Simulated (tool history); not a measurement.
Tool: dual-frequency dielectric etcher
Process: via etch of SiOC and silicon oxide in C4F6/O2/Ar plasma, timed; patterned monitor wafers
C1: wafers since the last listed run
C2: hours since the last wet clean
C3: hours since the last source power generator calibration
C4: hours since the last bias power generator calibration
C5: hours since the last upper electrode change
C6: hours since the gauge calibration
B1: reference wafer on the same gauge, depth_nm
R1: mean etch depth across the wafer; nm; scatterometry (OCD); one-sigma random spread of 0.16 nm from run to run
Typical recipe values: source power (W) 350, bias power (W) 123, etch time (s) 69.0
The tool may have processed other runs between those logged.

{"run": 1, "day": 0.0, "source power (W)": 350, "bias power (W)": 123, "etch time (s)": 69.0, "C1": 0, "C2": 10.8, "C3": 2240.8, "C4": 405.4, "C5": 2299.4, "C6": 568.1, "B1": 69.0, "R1": 63.8}
{"run": 2, "day": 2.067, "source power (W)": 350, "bias power (W)": 123, "etch time (s)": 69.0, "C1": 519, "C2": 60.4, "C3": 2290.4, "C4": 455.0, "C5": 2349.0, "C6": 617.7, "B1": 69.0, "R1": 64.2}
{"run": 3, "day": 3.808, "source power (W)": 350, "bias power (W)": 123, "etch time (s)": 69.0, "C1": 438, "C2": 102.2, "C3": 2332.2, "C4": 496.8, "C5": 2390.8, "C6": 659.5, "B1": 69.0, "R1": 63.7}
{"run": 4, "day": 7.808, "source power (W)": 350, "bias power (W)": 123, "etch time (s)": 69.0, "C1": 1006, "C2": 198.2, "C3": 2428.2, "C4": 592.8, "C5": 2486.8, "C6": 755.5, "B1": 69.1, "R1": 63.8}
{"run": 5, "day": 12.154, "source power (W)": 350, "bias power (W)": 123, "etch time (s)": 69.0, "C1": 1093, "C2": 302.5, "C3": 2532.5, "C4": 697.1, "C5": 2591.1, "C6": 859.8, "B1": 69.0, "R1": 64.1}
{"day": 16.354, "done": "wet clean of the chamber"}
{"run": 6, "day": 22.679, "source power (W)": 350, "bias power (W)": 123, "etch time (s)": 69.0, "C1": 2396, "C2": 151.8, "C3": 2785.1, "C4": 949.7, "C5": 2843.7, "C6": 1112.4, "B1": 69.0, "R1": 64.3}
{"run": 7, "day": 26.654, "source power (W)": 350, "bias power (W)": 123, "etch time (s)": 69.0, "C1": 1000, "C2": 247.2, "C3": 2880.5, "C4": 1045.1, "C5": 2939.1, "C6": 1207.8, "B1": 69.0, "R1": 64.0}
{"run": 8, "day": 28.296, "source power (W)": 350, "bias power (W)": 123, "etch time (s)": 69.0, "C1": 413, "C2": 286.6, "C3": 2919.9, "C4": 1084.5, "C5": 2978.5, "C6": 1247.2, "B1": 69.0, "R1": 64.1}
{"run": 9, "day": 31.246, "source power (W)": 350, "bias power (W)": 123, "etch time (s)": 69.0, "C1": 742, "C2": 357.4, "C3": 2990.7, "C4": 1155.3, "C5": 3049.3, "C6": 1318.0, "B1": 69.0, "R1": 64.2}
{"day": 34.729, "done": "wet clean of the chamber"}
{"run": 10, "day": 35.662, "source power (W)": 350, "bias power (W)": 123, "etch time (s)": 69.0, "C1": 859, "C2": 22.4, "C3": 3096.7, "C4": 1261.3, "C5": 3155.3, "C6": 1424.0, "B1": 69.0, "R1": 64.2}
{"day": 40.438, "done": "upper electrode replaced"}
{"run": 11, "day": 40.458, "source power (W)": 350, "bias power (W)": 123, "etch time (s)": 69.0, "C1": 954, "C2": 137.5, "C3": 3211.8, "C4": 1376.4, "C5": 0.5, "C6": 1539.1, "B1": 69.0, "R1": 64.3}
{"run": 12, "day": 42.925, "source power (W)": 350, "bias power (W)": 123, "etch time (s)": 69.0, "C1": 620, "C2": 196.7, "C3": 3271.0, "C4": 1435.6, "C5": 59.7, "C6": 1598.3, "B1": 69.0, "R1": 64.3}
{"run": 13, "day": 46.996, "source power (W)": 350, "bias power (W)": 123, "etch time (s)": 69.0, "C1": 1024, "C2": 294.4, "C3": 3368.7, "C4": 1533.3, "C5": 157.4, "C6": 1696.0, "B1": 69.0, "R1": 64.3}
{"day": 50.358, "done": "bias power generator calibrated"}
{"day": 53.95, "done": "wet clean of the chamber"}
{"run": 14, "day": 55.392, "source power (W)": 300, "bias power (W)": 135, "etch time (s)": 69.0, "C1": 1818, "C2": 34.6, "C3": 3570.2, "C4": 120.8, "C5": 358.9, "C6": 1897.5, "B1": 69.0, "R1": 59.4}
{"day": 57.712, "done": "source power generator calibrated"}
{"run": 15, "day": 59.521, "source power (W)": 430, "bias power (W)": 102, "etch time (s)": 69.0, "C1": 996, "C2": 133.7, "C3": 43.4, "C4": 219.9, "C5": 458.0, "C6": 1996.6, "B1": 69.0, "R1": 69.6}
{"day": 61.683, "done": "gauge calibrated"}
{"run": 16, "day": 62.825, "source power (W)": 350, "bias power (W)": 94, "etch time (s)": 57.5, "C1": 831, "C2": 213.0, "C3": 122.7, "C4": 299.2, "C5": 537.3, "C6": 27.4, "B1": 69.0, "R1": 50.9}
{"run": 17, "day": 66.679, "source power (W)": 350, "bias power (W)": 123, "etch time (s)": 69.0, "C1": 969, "C2": 305.5, "C3": 215.2, "C4": 391.7, "C5": 629.8, "C6": 119.9, "B1": 69.0, "R1": 64.1}
{"run": 18, "day": 69.725, "source power (W)": 410, "bias power (W)": 110, "etch time (s)": 76.0, "C1": 766, "C2": 378.6, "C3": 288.3, "C4": 464.8, "C5": 702.9, "C6": 193.0, "B1": 69.0, "R1": 75.7}
{"day": 73.4, "done": "wet clean of the chamber"}
{"run": 19, "day": 73.608, "source power (W)": 400, "bias power (W)": 113, "etch time (s)": 82.0, "C1": 725, "C2": 5.0, "C3": 381.5, "C4": 558.0, "C5": 796.1, "C6": 286.2, "B1": 69.0, "R1": 81.0}
{"run": 20, "day": 77.183, "source power (W)": 350, "bias power (W)": 153, "etch time (s)": 69.0, "C1": 899, "C2": 90.8, "C3": 467.3, "C4": 643.8, "C5": 881.9, "C6": 372.0, "B1": 69.1, "R1": 66.8}
{"run": 21, "day": 79.175, "source power (W)": 350, "bias power (W)": 123, "etch time (s)": 69.0, "C1": 501, "C2": 138.6, "C3": 515.1, "C4": 691.6, "C5": 929.7, "C6": 419.8, "B1": 69.0, "R1": 64.1}
{"run": 22, "day": 81.8, "source power (W)": 320, "bias power (W)": 148, "etch time (s)": 78.5, "C1": 660, "C2": 201.6, "C3": 578.1, "C4": 754.6, "C5": 992.7, "C6": 482.8, "B1": 69.0, "R1": 71.5}
{"run": 23, "day": 84.888, "source power (W)": 350, "bias power (W)": 151, "etch time (s)": 69.0, "C1": 776, "C2": 275.7, "C3": 652.2, "C4": 828.7, "C5": 1066.8, "C6": 556.9, "B1": 69.0, "R1": 67.1}
{"run": 24, "day": 86.6, "source power (W)": 430, "bias power (W)": 123, "etch time (s)": 88.5, "C1": 430, "C2": 316.8, "C3": 693.3, "C4": 869.8, "C5": 1107.9, "C6": 598.0, "B1": 69.0, "R1": 92.6}

Branching from run 24: 4 alternative next runs. What would each branch give?
{"run": "A", "day": 86.617, "source power (W)": 350, "bias power (W)": 123, "etch time (s)": 69.0, "C1": 4, "C2": 317.2, "C3": 693.7, "C4": 870.2, "C5": 1108.3, "C6": 598.4, "B1": "?", "R1": "?"}
{"run": "B", "day": 86.617, "source power (W)": 410, "bias power (W)": 149, "etch time (s)": 53.0, "C1": 4, "C2": 317.2, "C3": 693.7, "C4": 870.2, "C5": 1108.3, "C6": 598.4, "B1": "?", "R1": "?"}
{"run": "C", "day": 86.617, "source power (W)": 350, "bias power (W)": 110, "etch time (s)": 86.5, "C1": 4, "C2": 317.2, "C3": 693.7, "C4": 870.2, "C5": 1108.3, "C6": 598.4, "B1": "?", "R1": "?"}
{"run": "D", "day": 86.617, "source power (W)": 350, "bias power (W)": 133, "etch time (s)": 58.0, "C1": 4, "C2": 317.2, "C3": 693.7, "C4": 870.2, "C5": 1108.3, "C6": 598.4, "B1": "?", "R1": "?"}

run=A B1=69.0 R1=64.1
run=B B1=69.0 R1=56.1
run=C B1=69.0 R1=78.6
run=D B1=69.0 R1=54.7
With the hidden condition removed and each run's random variation left untouched, the same runs would have given:
run=A R1=63.7
run=B R1=55.8
run=C R1=78.2
run=D R1=54.4

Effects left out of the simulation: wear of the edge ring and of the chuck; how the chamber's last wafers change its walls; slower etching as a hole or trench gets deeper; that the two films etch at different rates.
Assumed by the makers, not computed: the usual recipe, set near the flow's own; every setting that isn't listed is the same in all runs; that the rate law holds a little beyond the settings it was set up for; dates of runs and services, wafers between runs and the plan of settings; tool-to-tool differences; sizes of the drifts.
